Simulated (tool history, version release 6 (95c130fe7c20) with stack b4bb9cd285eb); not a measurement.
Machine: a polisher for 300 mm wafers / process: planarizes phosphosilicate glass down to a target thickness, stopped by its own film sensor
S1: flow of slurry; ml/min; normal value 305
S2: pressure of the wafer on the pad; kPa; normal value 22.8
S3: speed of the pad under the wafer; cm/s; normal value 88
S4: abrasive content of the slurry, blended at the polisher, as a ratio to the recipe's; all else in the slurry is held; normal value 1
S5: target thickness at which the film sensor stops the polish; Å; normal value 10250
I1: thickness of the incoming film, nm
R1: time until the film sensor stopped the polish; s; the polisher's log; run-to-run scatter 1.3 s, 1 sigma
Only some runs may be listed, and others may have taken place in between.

run 1 hour=0 | S1=305 S2=22.8 S3=88 S4=1 S5=10250 | I1=1831.5 | R1=107.8
run 2 hour=7.3 | S1=305 S2=22.8 S3=88 S4=1 S5=10250 | I1=1849.3 | R1=107.8
-- hour=20.3 worn pad replaced by a new one
run 3 hour=20.8 | S1=305 S2=22.8 S3=88 S4=1 S5=10250 | I1=1822.3 | R1=107.4
run 4 hour=22.8 | S1=305 S2=22.8 S3=88 S4=1 S5=10250 | I1=1844.3 | R1=107.7
run 5 hour=38.1 | S1=305 S2=22.8 S3=88 S4=1 S5=10250 | I1=1818.7 | R1=106.1
run 6 hour=47.3 | S1=370 S2=22.8 S3=106 S4=1 S5=10250 | I1=1855.1 | R1=95.1
run 7 hour=62.5 | S1=305 S2=30.3 S3=110 S4=1.1 S5=10250 | I1=1817.3 | R1=67.8
run 8 hour=69.4 | S1=305 S2=22.8 S3=88 S4=0.9 S5=10250 | I1=1810.8 | R1=111.7
run 9 hour=84 | S1=305 S2=22.8 S3=88 S4=1 S5=10250 | I1=1862.1 | R1=114.6
run 10 hour=91.8 | S1=305 S2=30.3 S3=66 S4=1.2 S5=7730 | I1=1832.2 | R1=134.7
-- hour=102.4 slurry blender recalibrated
-- hour=104.4 slurry nozzle cleaned
run 11 hour=105.7 | S1=305 S2=22.8 S3=88 S4=1 S5=10250 | I1=1817.1 | R1=99.2
run 12 hour=122.6 | S1=305 S2=22.8 S3=88 S4=1 S5=10250 | I1=1831.1 | R1=101
run 13 hour=133.1 | S1=305 S2=15.9 S3=76 S4=1 S5=10250 | I1=1811.4 | R1=149.1
-- hour=146.7 worn pad replaced by a new one
run 14 hour=147.6 | S1=305 S2=31 S3=106 S4=0.85 S5=9330 | I1=1819 | R1=77.5
run 15 hour=159.8 | S1=385 S2=22.8 S3=88 S4=1 S5=10250 | I1=1838.4 | R1=99.8
run 16 hour=177.2 | S1=305 S2=24.8 S3=88 S4=1.25 S5=10250 | I1=1839.6 | R1=87.5
run 17 hour=191.2 | S1=305 S2=22.8 S3=88 S4=1.1 S5=10250 | I1=1857.9 | R1=105.1
run 18 hour=202.9 | S1=280 S2=22.8 S3=88 S4=1 S5=10250 | I1=1830.4 | R1=103.5
run 19 hour=220.7 | S1=360 S2=22.8 S3=88 S4=1 S5=10250 | I1=1839.5 | R1=104.6
run 20 hour=237.3 | S1=205 S2=22.8 S3=88 S4=0.9 S5=8500 | I1=1858.8 | R1=143.6
run 21 hour=250.4 | S1=205 S2=22.8 S3=88 S4=0.9 S5=8500 | I1=1821.2 | R1=140.6
run 22 hour=256.7 | S1=305 S2=17.2 S3=70 S4=0.9 S5=8510 | I1=1818.9 | R1=199.6
run 23 hour=268 | S1=250 S2=22.8 S3=58 S4=1 S5=8100 | I1=1825.2 | R1=190.3
run 24 hour=284.9 | S1=260 S2=22.8 S3=116 S4=1 S5=7980 | I1=1827.5 | R1=111.4
-- hour=297.3 worn pad replaced by a new one
run 25 hour=299.5 | S1=305 S2=17.9 S3=106 S4=0.85 S5=10250 | I1=1837 | R1=123.5

Branching from run 25: 5 alternative next runs. What would each branch give?
run A hour=300 | S1=305 S2=22.8 S3=88 S4=1 S5=10250 | I1=1847 | R1=?
run B hour=300 | S1=305 S2=22.8 S3=88 S4=0.85 S5=10250 | I1=1847 | R1=?
run C hour=300 | S1=305 S2=15.9 S3=110 S4=1.15 S5=7860 | I1=1847 | R1=?
run D hour=300 | S1=305 S2=15.9 S3=88 S4=1 S5=10250 | I1=1847 | R1=?
run E hour=300 | S1=345 S2=22.8 S3=70 S4=0.85 S5=10250 | I1=1847 | R1=?

run=A R1=107.7
run=B R1=115.6
run=C R1=147.6
run=D R1=145
run=E R1=137.3
Without the tool's unlogged condition, the same runs would have read:
run=A R1=98.9
run=B R1=105.6
run=C R1=136.4
run=D R1=133.3
run=E R1=125.4
